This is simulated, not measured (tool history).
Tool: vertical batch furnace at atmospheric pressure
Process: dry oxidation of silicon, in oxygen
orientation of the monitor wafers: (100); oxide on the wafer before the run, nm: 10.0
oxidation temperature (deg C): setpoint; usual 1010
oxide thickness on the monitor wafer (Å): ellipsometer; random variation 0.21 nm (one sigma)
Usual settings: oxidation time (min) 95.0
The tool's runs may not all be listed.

run	hour	oxidation temperature (deg C)	oxidation time (min)	wafers since the last listed run	hours since the last temperature calibration	hours since the boat lift was adjusted	hours since the gauge calibration	read-back reference wafer on the same gauge, thickness	oxide thickness on the monitor wafer (Å)
1	0.0	1010	95.0	0	2697.2	4692.1	187.5	96.77	842.0
2	52.6	1010	95.0	1072	2749.8	4744.7	240.1	96.68	844.1
3	99.7	1026	106.0	960	2796.9	4791.8	287.2	96.71	1047.1
4	124.2	1026	106.0	499	2821.4	4816.3	311.7	96.67	1051.7
5	177.8	1026	106.0	1093	2875.0	4869.9	365.3	96.78	1044.7
6	228.5	1010	72.0	1033	2925.7	4920.6	416.0	96.68	711.9
# hour 303.3: boat lift adjusted
7	303.8	1010	72.0	1046	3001.0	0.5	491.3	96.75	713.7
8	338.3	1010	95.0	703	3035.5	35.0	525.8	96.69	852.4
9	377.2	1010	95.0	793	3074.4	73.9	564.7	96.69	855.0
10	448.5	1010	95.0	1454	3145.7	145.2	636.0	96.69	854.9
# hour 464.6: gauge calibrated
# hour 479.6: thermocouples replaced and temperature profile calibrated
11	491.4	1024	59.0	385	11.8	188.1	26.8	96.73	680.9
12	523.9	1000	125.0	662	44.3	220.6	59.3	96.76	893.8
13	582.6	998	62.5	1197	103.0	279.3	118.0	96.72	558.9
14	607.1	1031	82.0	499	127.5	303.8	142.5	96.70	894.1
15	676.4	989	64.0	1413	196.8	373.1	211.8	96.72	524.1
16	735.8	1026	60.0	1211	256.2	432.5	271.2	96.66	703.7
17	796.1	1023	112.0	1229	316.5	492.8	331.5	96.67	1017.9
18	865.5	1010	95.0	1415	385.9	562.2	400.9	96.69	818.1
19	900.1	998	95.0	705	420.5	596.8	435.5	96.69	728.6

3 ways to go on from here, each from the tool as it stands after run 19. What would each give?
A	904.6	1010	95.0	91	425.0	601.3	440.0	?	?
B	904.6	1024	118.5	91	425.0	601.3	440.0	?	?
C	904.6	1010	134.0	91	425.0	601.3	440.0	?	?

run	read-back reference wafer on the same gauge, thickness	oxide thickness on the monitor wafer (Å)
A	96.68	818.3
B	96.68	1071.5
C	96.68	1027.2
Without the tool's hidden state the same runs would have given:
run	oxide thickness on the monitor wafer (Å)
A	816.0
B	1068.6
C	1024.3
